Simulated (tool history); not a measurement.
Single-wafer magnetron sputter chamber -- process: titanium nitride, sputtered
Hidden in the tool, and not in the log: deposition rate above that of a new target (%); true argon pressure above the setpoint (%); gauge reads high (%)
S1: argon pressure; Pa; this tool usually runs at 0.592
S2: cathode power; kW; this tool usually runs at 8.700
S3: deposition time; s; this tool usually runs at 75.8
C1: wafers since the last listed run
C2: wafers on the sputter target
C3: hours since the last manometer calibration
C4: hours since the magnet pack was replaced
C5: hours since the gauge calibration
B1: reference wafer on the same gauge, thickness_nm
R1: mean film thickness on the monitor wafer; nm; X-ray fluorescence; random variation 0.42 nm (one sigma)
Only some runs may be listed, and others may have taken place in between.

run     day     S1      S2    S3   C1    C2      C3      C4     C5       B1       R1
  1   0.000  0.592   8.700  68.8    0  4844  2017.2  7073.4  156.4  111.950  103.444
  2   0.808  0.592   8.700  68.8  192  5036  2036.6  7092.8  175.8  111.994  102.971
  3   2.246  0.592   8.700  68.8  341  5378  2071.1  7127.3  210.3  112.042  103.206
  4   3.342  0.689   8.700  75.8  260  5639  2097.4  7153.6  236.6  111.902  107.908
  5   4.321  0.689   8.700  75.8  232  5872  2120.9  7177.1  260.1  111.938  107.140
  6   5.604  0.689   8.700  75.8  305  6177  2151.7  7207.9  290.9  112.050  106.867
  7   6.496  0.592   9.700  83.9  212  6389  2173.1  7229.3  312.3  112.049  136.794
      7.188  -- capacitance manometer re-zeroed and calibrated
      7.575  -- sputter target and shields replaced
  8   7.921  0.592   8.700  75.8  180    82    17.6  7263.5  346.5  111.989  118.347
      8.792  -- gauge calibrated
  9   8.988  0.592   8.700  75.8  253   336    43.2  7289.1    4.7  111.977  117.689
 10   9.812  0.737   7.550  65.9  196   532    63.0  7308.9   24.5  112.016   82.966
     10.438  -- magnet pack replaced
 11  10.458  0.592   8.700  65.4   74   606    78.5     0.5   40.0  112.080  101.541
 12  11.862  0.746   7.050  75.8  333   940   112.2    34.2   73.7  111.837   88.212
 13  12.379  0.592   7.750  75.8  122  1063   124.6    46.6   86.1  112.011  104.878
 14  13.396  0.592   8.700  75.8  241  1305   149.0    71.0  110.5  111.967  117.548
 15  14.054  0.592   8.700  75.8  156  1461   164.8    86.8  126.3  112.045  117.364
 16  14.562  0.395  10.350  85.4  120  1582   177.0    99.0  138.5  112.104  174.404
 17  15.121  0.522   9.550  68.2  132  1715   190.4   112.4  151.9  111.864  120.365
 18  15.883  0.457   7.550  81.6  181  1897   208.7   130.7  170.2  111.999  117.113
 19  16.662  0.457  10.300  67.8  185  2082   227.4   149.4  188.9  111.913  133.084

Each row is a separate what-if for the run after 19, all from the same tool condition, not one after another. Results?
  A  16.679  0.592  8.700  75.8   3  2086  227.8  149.8  189.3   ?   ?
  B  16.679  0.592  8.700  86.2   3  2086  227.8  149.8  189.3   ?   ?
  C  16.679  0.487  9.850  68.8   3  2086  227.8  149.8  189.3   ?   ?
  D  16.679  0.592  8.700  68.9   3  2086  227.8  149.8  189.3   ?   ?

run       B1       R1
  A  112.081  117.600
  B  112.081  133.736
  C  112.081  127.286
  D  112.081  106.895
What these runs would have given with no unlogged condition in the tool:
run       R1
  A  118.319
  B  134.553
  C  128.064
  D  107.548
